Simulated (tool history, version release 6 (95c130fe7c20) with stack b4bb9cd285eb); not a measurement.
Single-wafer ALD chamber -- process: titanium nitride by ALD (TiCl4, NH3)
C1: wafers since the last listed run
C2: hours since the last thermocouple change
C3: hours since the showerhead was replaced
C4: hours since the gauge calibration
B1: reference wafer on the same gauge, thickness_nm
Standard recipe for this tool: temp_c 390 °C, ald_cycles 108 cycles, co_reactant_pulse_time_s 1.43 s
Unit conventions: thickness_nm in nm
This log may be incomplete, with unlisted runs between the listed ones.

{"run": 1, "hour": 0.0, "temp_c": 390, "ald_cycles": 108, "co_reactant_pulse_time_s": 1.08, "C1": 0, "C2": 616.4, "C3": 2111.4, "C4": 812.8, "B1": 2.299, "thickness_nm": 2.256}
{"run": 2, "hour": 118.9, "temp_c": 390, "ald_cycles": 108, "co_reactant_pulse_time_s": 1.08, "C1": 277, "C2": 735.3, "C3": 2230.3, "C4": 931.7, "B1": 2.31, "thickness_nm": 2.274}
{"hour": 164.1, "done": "gauge calibrated"}
{"run": 3, "hour": 189.1, "temp_c": 390, "ald_cycles": 108, "co_reactant_pulse_time_s": 1.43, "C1": 163, "C2": 805.5, "C3": 2300.5, "C4": 25, "B1": 2.252, "thickness_nm": 2.263}
{"run": 4, "hour": 239.5, "temp_c": 390, "ald_cycles": 108, "co_reactant_pulse_time_s": 1.43, "C1": 117, "C2": 855.9, "C3": 2350.9, "C4": 75.4, "B1": 2.257, "thickness_nm": 2.268}
{"run": 5, "hour": 279.8, "temp_c": 390, "ald_cycles": 108, "co_reactant_pulse_time_s": 1.43, "C1": 94, "C2": 896.2, "C3": 2391.2, "C4": 115.7, "B1": 2.259, "thickness_nm": 2.279}
{"run": 6, "hour": 307.8, "temp_c": 390, "ald_cycles": 108, "co_reactant_pulse_time_s": 1.43, "C1": 65, "C2": 924.2, "C3": 2419.2, "C4": 143.7, "B1": 2.26, "thickness_nm": 2.28}
{"run": 7, "hour": 360.7, "temp_c": 390, "ald_cycles": 108, "co_reactant_pulse_time_s": 1.43, "C1": 123, "C2": 977.1, "C3": 2472.1, "C4": 196.6, "B1": 2.265, "thickness_nm": 2.279}
{"run": 8, "hour": 388.8, "temp_c": 390, "ald_cycles": 97, "co_reactant_pulse_time_s": 1.71, "C1": 65, "C2": 1005.2, "C3": 2500.2, "C4": 224.7, "B1": 2.266, "thickness_nm": 2.076}
{"run": 9, "hour": 448.7, "temp_c": 390, "ald_cycles": 97, "co_reactant_pulse_time_s": 1.71, "C1": 139, "C2": 1065.1, "C3": 2560.1, "C4": 284.6, "B1": 2.273, "thickness_nm": 2.064}
{"run": 10, "hour": 483.1, "temp_c": 390, "ald_cycles": 108, "co_reactant_pulse_time_s": 1.43, "C1": 80, "C2": 1099.5, "C3": 2594.5, "C4": 319, "B1": 2.273, "thickness_nm": 2.292}
{"run": 11, "hour": 525.5, "temp_c": 390, "ald_cycles": 108, "co_reactant_pulse_time_s": 1.43, "C1": 98, "C2": 1141.9, "C3": 2636.9, "C4": 361.4, "B1": 2.276, "thickness_nm": 2.288}
{"hour": 535.0, "done": "thermocouple changed; heater temperature recalibrated"}
{"run": 12, "hour": 557.5, "temp_c": 390, "ald_cycles": 108, "co_reactant_pulse_time_s": 1.43, "C1": 55, "C2": 22.5, "C3": 2668.9, "C4": 393.4, "B1": 2.279, "thickness_nm": 2.293}
{"run": 13, "hour": 592.5, "temp_c": 390, "ald_cycles": 108, "co_reactant_pulse_time_s": 1.43, "C1": 81, "C2": 57.5, "C3": 2703.9, "C4": 428.4, "B1": 2.281, "thickness_nm": 2.301}
{"run": 14, "hour": 629.8, "temp_c": 401, "ald_cycles": 108, "co_reactant_pulse_time_s": 1.43, "C1": 87, "C2": 94.8, "C3": 2741.2, "C4": 465.7, "B1": 2.283, "thickness_nm": 2.322}
{"run": 15, "hour": 793.1, "temp_c": 390, "ald_cycles": 108, "co_reactant_pulse_time_s": 1.08, "C1": 381, "C2": 258.1, "C3": 2904.5, "C4": 629, "B1": 2.295, "thickness_nm": 2.245}
{"hour": 834.4, "done": "showerhead replaced"}
{"run": 16, "hour": 834.9, "temp_c": 390, "ald_cycles": 114, "co_reactant_pulse_time_s": 1.09, "C1": 78, "C2": 299.9, "C3": 0.5, "C4": 670.8, "B1": 2.299, "thickness_nm": 2.383}
{"run": 17, "hour": 871.0, "temp_c": 390, "ald_cycles": 97, "co_reactant_pulse_time_s": 1.71, "C1": 84, "C2": 336, "C3": 36.6, "C4": 706.9, "B1": 2.301, "thickness_nm": 2.105}
{"run": 18, "hour": 908.8, "temp_c": 390, "ald_cycles": 97, "co_reactant_pulse_time_s": 1.43, "C1": 88, "C2": 373.8, "C3": 74.4, "C4": 744.7, "B1": 2.302, "thickness_nm": 2.081}
{"run": 19, "hour": 947.6, "temp_c": 405, "ald_cycles": 99, "co_reactant_pulse_time_s": 1.72, "C1": 90, "C2": 412.6, "C3": 113.2, "C4": 783.5, "B1": 2.305, "thickness_nm": 2.175}
{"run": 20, "hour": 974.5, "temp_c": 390, "ald_cycles": 87, "co_reactant_pulse_time_s": 1.61, "C1": 62, "C2": 439.5, "C3": 140.1, "C4": 810.4, "B1": 2.307, "thickness_nm": 1.886}

Run 21 comes next. What will it give?
{"run": 21, "hour": 1032.0, "temp_c": 390, "ald_cycles": 114, "co_reactant_pulse_time_s": 1.09, "C1": 134, "C2": 497, "C3": 197.6, "C4": 867.9, "B1": "?", "thickness_nm": "?"}

{"run 21": {"B1": 2.312, "thickness_nm": 2.395}}
If the tool had no hidden condition, the same run with the same run-to-run variation would have returned thickness_nm 2.332 nm.

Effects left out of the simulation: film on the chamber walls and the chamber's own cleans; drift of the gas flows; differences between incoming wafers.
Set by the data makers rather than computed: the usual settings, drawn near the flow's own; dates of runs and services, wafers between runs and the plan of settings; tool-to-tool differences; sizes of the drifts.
